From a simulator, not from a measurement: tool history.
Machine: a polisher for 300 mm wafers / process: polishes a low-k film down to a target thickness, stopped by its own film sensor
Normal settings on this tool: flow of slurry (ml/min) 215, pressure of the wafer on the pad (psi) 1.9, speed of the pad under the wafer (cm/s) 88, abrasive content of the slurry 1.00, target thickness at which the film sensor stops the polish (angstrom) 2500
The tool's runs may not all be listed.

| run | hour | flow of slurry (ml/min) | pressure of the wafer on the pad (psi) | speed of the pad under the wafer (cm/s) | abrasive content of the slurry | target thickness at which the film sensor stops the polish (angstrom) | incoming thickness of the incoming film, nm | time until the film sensor stopped the polish (s) |
|---|---|---|---|---|---|---|---|---|
| 1 | 0.0 | 235 | 1.4 | 88 | 1.00 | 2500 | 303.8 | 153.3 |
| 2 | 62.2 | 215 | 1.9 | 88 | 1.00 | 2500 | 298.7 | 115.2 |
| 3 | 162.0 | 215 | 1.4 | 70 | 1.20 | 2350 | 303.5 | 225.1 |
| 4 | 245.0 | 215 | 1.4 | 102 | 1.00 | 2500 | 299.9 | 136.8 |
| 5 | 312.5 | 215 | 1.4 | 70 | 1.20 | 2350 | 300.2 | 207.6 |
| 6 | 353.0 | 215 | 1.9 | 74 | 1.00 | 2500 | 300.2 | 142.3 |
|  | 392.5 | slurry nozzle cleaned |
|  | 419.9 | head pressure recalibrated |
| 7 | 420.4 | 275 | 1.9 | 72 | 0.85 | 2330 | 300.6 | 197.7 |
|  | 487.7 | worn pad replaced by a new one |
| 8 | 513.6 | 185 | 1.4 | 88 | 0.80 | 2500 | 299.2 | 168.4 |
| 9 | 554.0 | 215 | 2.2 | 88 | 1.00 | 2670 | 304.2 | 90.3 |
|  | 590.3 | conditioning disc replaced and pad reconditioned |
| 10 | 659.4 | 215 | 1.9 | 74 | 0.85 | 2500 | 298.3 | 148.6 |
|  | 697.3 | slurry blender recalibrated |
| 11 | 765.7 | 215 | 1.9 | 88 | 1.00 | 2500 | 300.2 | 115.6 |
| 12 | 871.6 | 215 | 1.9 | 88 | 1.00 | 2500 | 296.2 | 110.7 |
| 13 | 944.1 | 215 | 1.9 | 88 | 1.00 | 2500 | 297.6 | 118.6 |
| 14 | 1046.3 | 180 | 2.2 | 88 | 1.00 | 2500 | 297.4 | 105.3 |
| 15 | 1130.6 | 215 | 1.9 | 78 | 1.00 | 2500 | 296.1 | 123.6 |
|  | 1131.6 | slurry nozzle cleaned |
| 16 | 1204.0 | 215 | 1.9 | 88 | 1.25 | 2590 | 298.4 | 91.8 |
|  | 1219.1 | head pressure recalibrated |
|  | 1256.6 | worn pad replaced by a new one |
|  | 1278.9 | conditioning disc replaced and pad reconditioned |
| 17 | 1280.5 | 175 | 1.5 | 88 | 1.00 | 2500 | 301.1 | 158.0 |
| 18 | 1386.6 | 215 | 1.9 | 88 | 1.00 | 2500 | 298.3 | 121.7 |
| 19 | 1437.9 | 195 | 2.4 | 88 | 1.00 | 2500 | 298.7 | 106.5 |
|  | 1515.6 | slurry blender recalibrated |
| 20 | 1516.9 | 215 | 1.9 | 60 | 1.25 | 2500 | 301.3 | 135.0 |
| 21 | 1554.3 | 175 | 1.9 | 114 | 1.00 | 2500 | 296.2 | 88.5 |
| 22 | 1592.9 | 215 | 1.9 | 88 | 1.00 | 2500 | 298.3 | 111.1 |
| 23 | 1660.6 | 215 | 1.9 | 110 | 1.00 | 2500 | 297.4 | 97.2 |
| 24 | 1767.5 | 215 | 2.4 | 106 | 1.00 | 2500 | 301.2 | 94.0 |
| 25 | 1869.5 | 215 | 1.9 | 88 | 1.00 | 2500 | 298.2 | 120.6 |
|  | 1892.8 | worn pad replaced by a new one |
| 26 | 1912.6 | 215 | 1.9 | 88 | 1.00 | 2500 | 297.7 | 119.4 |

3 options for the next run, each taken on its own from the tool as it stands now. Forecast them:
| A | 1913.1 | 215 | 1.9 | 88 | 1.00 | 2500 | 303.2 | ? |
| B | 1913.1 | 185 | 1.9 | 88 | 1.00 | 2500 | 303.2 | ? |
| C | 1913.1 | 215 | 1.6 | 88 | 1.00 | 2500 | 303.2 | ? |

| run | time until the film sensor stopped the polish (s) |
|---|---|
| A | 130.4 |
| B | 132.6 |
| C | 146.3 |
The same runs, with their run-to-run variation unchanged, on a tool lacking any hidden condition would have given:
| run | time until the film sensor stopped the polish (s) |
|---|---|
| A | 115.7 |
| B | 117.6 |
| C | 129.8 |
